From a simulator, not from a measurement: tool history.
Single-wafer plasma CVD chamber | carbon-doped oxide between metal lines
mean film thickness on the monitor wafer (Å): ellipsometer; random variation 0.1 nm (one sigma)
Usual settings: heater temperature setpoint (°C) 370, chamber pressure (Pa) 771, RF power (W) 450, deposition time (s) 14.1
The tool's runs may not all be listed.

run,hour,heater temperature setpoint (°C),chamber pressure (Pa),RF power (W),deposition time (s),"read-back reference wafer on the same gauge, thickness_nm",mean film thickness on the monitor wafer (Å)
1,0,370,675,395,14.1,72.119,574.15
2,11,370,771,450,16,72.111,745.28
3,25,370,771,450,16,72.1,742.78
4,40.6,370,771,450,16,72.101,744.63
5,48.6,370,771,450,14.1,72.112,657.28
6,60.1,370,771,400,14.1,72.071,594.44
7,77.1,370,771,400,14.1,72.104,593.06
8,87.9,358,771,450,14.1,72.095,674.59
# hour 106.3: RF generator calibrated
# hour 111.2: capacitance manometer re-zeroed and calibrated
9,111.7,358,771,450,14.1,72.128,700.07
10,123.3,379,771,450,14.1,72.086,670.63
11,138.4,379,771,450,14.1,72.097,668.88
# hour 149.3: thermocouple changed; heater temperature recalibrated
12,152.8,379,771,450,14.1,72.081,666.49
13,160.8,370,771,495,14.1,72.11,731.63
14,175,370,771,450,14.1,72.134,678.69
15,190.4,370,771,450,14.1,72.064,676.31
# hour 209.9: gauge calibrated
16,228.7,370,771,530,14.1,72.115,764.95
17,237.7,355,771,530,14.1,72.088,789.19
18,252.2,370,771,450,14.1,72.087,673.47
19,263.6,363,771,450,14.1,72.109,682.23
# hour 284: showerhead replaced
20,284.5,381,771,395,13.3,72.064,554.08
21,288.3,370,771,450,14.1,72.085,671.9
22,297.7,370,771,450,12.4,72.089,593.43
23,310.4,382,936,535,16.9,72.076,909.95
24,342.4,370,771,450,14.1,72.077,667.37
25,360.1,370,771,475,13.1,72.104,650.63
26,376.2,370,633,450,14.1,72.099,645.11
27,384.7,363,692,475,14.1,72.101,697.6
28,391,370,771,370,14.1,72.063,559.28
29,405.1,381,771,450,14.1,72.11,652.89

Forecast each of these 4 alternatives for the next run:
A,405.5,370,771,450,14.1,?,?
B,405.5,363,911,395,15,?,?
C,405.5,370,585,375,12.2,?,?
D,405.5,378,897,535,11.5,?,?

run,"read-back reference wafer on the same gauge, thickness_nm",mean film thickness on the monitor wafer (Å)
A,72.105,669.52
B,72.105,653.92
C,72.105,470.62
D,72.105,626.43
Without the tool's hidden state the same runs would have given:
run,mean film thickness on the monitor wafer (Å)
A,688.82
B,673.5
C,484.74
D,641.71

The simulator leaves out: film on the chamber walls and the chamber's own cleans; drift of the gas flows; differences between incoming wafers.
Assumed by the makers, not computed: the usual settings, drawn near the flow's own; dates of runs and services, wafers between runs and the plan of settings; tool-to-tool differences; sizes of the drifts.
